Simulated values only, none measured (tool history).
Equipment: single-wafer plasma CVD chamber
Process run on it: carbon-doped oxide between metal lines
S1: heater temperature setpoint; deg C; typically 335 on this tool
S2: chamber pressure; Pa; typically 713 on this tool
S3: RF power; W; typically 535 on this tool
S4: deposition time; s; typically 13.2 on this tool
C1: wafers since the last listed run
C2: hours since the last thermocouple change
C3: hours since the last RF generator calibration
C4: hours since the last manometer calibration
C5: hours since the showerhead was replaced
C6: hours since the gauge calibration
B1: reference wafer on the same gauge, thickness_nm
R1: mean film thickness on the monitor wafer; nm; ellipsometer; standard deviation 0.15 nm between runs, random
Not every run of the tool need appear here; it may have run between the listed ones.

run 1 day=0 | S1=335 S2=713 S3=535 S4=13.2 | C1=0 C2=592.4 C3=764.6 C4=1302.8 C5=6329.8 C6=38.3 | B1=64.063 | R1=70.051
run 2 day=2.083 | S1=335 S2=713 S3=535 S4=13.2 | C1=788 C2=642.4 C3=814.6 C4=1352.8 C5=6379.8 C6=88.3 | B1=64.101 | R1=70.194
run 3 day=5.738 | S1=335 S2=713 S3=535 S4=13.2 | C1=1382 C2=730.1 C3=902.3 C4=1440.5 C5=6467.5 C6=176 | B1=64.137 | R1=69.611
run 4 day=7.533 | S1=335 S2=713 S3=535 S4=13.2 | C1=679 C2=773.2 C3=945.4 C4=1483.6 C5=6510.6 C6=219.1 | B1=64.102 | R1=69.83
run 5 day=10.392 | S1=335 S2=713 S3=535 S4=13.2 | C1=1081 C2=841.8 C3=1014 C4=1552.2 C5=6579.2 C6=287.7 | B1=64.118 | R1=69.664
run 6 day=14.804 | S1=335 S2=713 S3=535 S4=13.2 | C1=1669 C2=947.7 C3=1119.9 C4=1658.1 C5=6685.1 C6=393.6 | B1=64.089 | R1=69.256
run 7 day=19.229 | S1=335 S2=713 S3=535 S4=13.8 | C1=1673 C2=1053.9 C3=1226.1 C4=1764.3 C5=6791.3 C6=499.8 | B1=64.071 | R1=72.491
run 8 day=22.488 | S1=335 S2=713 S3=535 S4=13.8 | C1=1232 C2=1132.1 C3=1304.3 C4=1842.5 C5=6869.5 C6=578 | B1=64.109 | R1=71.993
-- day=23.625 thermocouple changed; heater temperature recalibrated
run 9 day=24.992 | S1=335 S2=572 S3=535 S4=15.5 | C1=821 C2=32.8 C3=1364.4 C4=1902.6 C5=6929.6 C6=638.1 | B1=64.105 | R1=76.852
-- day=27.188 capacitance manometer re-zeroed and calibrated
run 10 day=27.9 | S1=335 S2=713 S3=445 S4=13.2 | C1=974 C2=102.6 C3=1434.2 C4=17.1 C5=6999.4 C6=707.9 | B1=64.103 | R1=62.221
-- day=28.725 RF generator calibrated
run 11 day=29.788 | S1=335 S2=713 S3=535 S4=13.2 | C1=587 C2=147.9 C3=25.5 C4=62.4 C5=7044.7 C6=753.2 | B1=64.102 | R1=70.555
-- day=31.883 showerhead replaced
run 12 day=34.188 | S1=335 S2=881 S3=535 S4=13.2 | C1=1538 C2=253.5 C3=131.1 C4=168 C5=55.3 C6=858.8 | B1=64.132 | R1=72.376
-- day=38.6 gauge calibrated
run 13 day=41.983 | S1=349 S2=607 S3=565 S4=11.8 | C1=2948 C2=440.6 C3=318.2 C4=355.1 C5=242.4 C6=81.2 | B1=64.091 | R1=59.621
run 14 day=44.308 | S1=335 S2=713 S3=450 S4=15.2 | C1=879 C2=496.4 C3=374 C4=410.9 C5=298.2 C6=137 | B1=64.124 | R1=74.05
run 15 day=46.133 | S1=323 S2=713 S3=535 S4=10.9 | C1=690 C2=540.2 C3=417.8 C4=454.7 C5=342 C6=180.8 | B1=64.097 | R1=61.109
run 16 day=49.133 | S1=344 S2=851 S3=450 S4=11.2 | C1=1134 C2=612.2 C3=489.8 C4=526.7 C5=414 C6=252.8 | B1=64.08 | R1=54.153

A few steps of R1 between consecutive runs. Split each: what settings, incoming material and random variation would produce without the hidden state, and what is left over for the hidden state, along with gauge scatter present in only one of the two compared results (measured, and without hidden state):
The hidden state here: wafer temperature above the value expected at the setpoint (K); delivered RF power above the setpoint (%); true pressure above the setpoint (%); gauge reads high (%).
Run 9 -> 10: S2 572 -> 713, S3 535 -> 445, S4 15.5 -> 13.2, capacitance manometer re-zeroed and calibrated. R1 -14.631 nm: hidden state -0.033, all else -14.598.
Run 10 -> 11: S3 445 -> 535, RF generator calibrated. R1 +8.334 nm: hidden state +2.013, all else +6.321.

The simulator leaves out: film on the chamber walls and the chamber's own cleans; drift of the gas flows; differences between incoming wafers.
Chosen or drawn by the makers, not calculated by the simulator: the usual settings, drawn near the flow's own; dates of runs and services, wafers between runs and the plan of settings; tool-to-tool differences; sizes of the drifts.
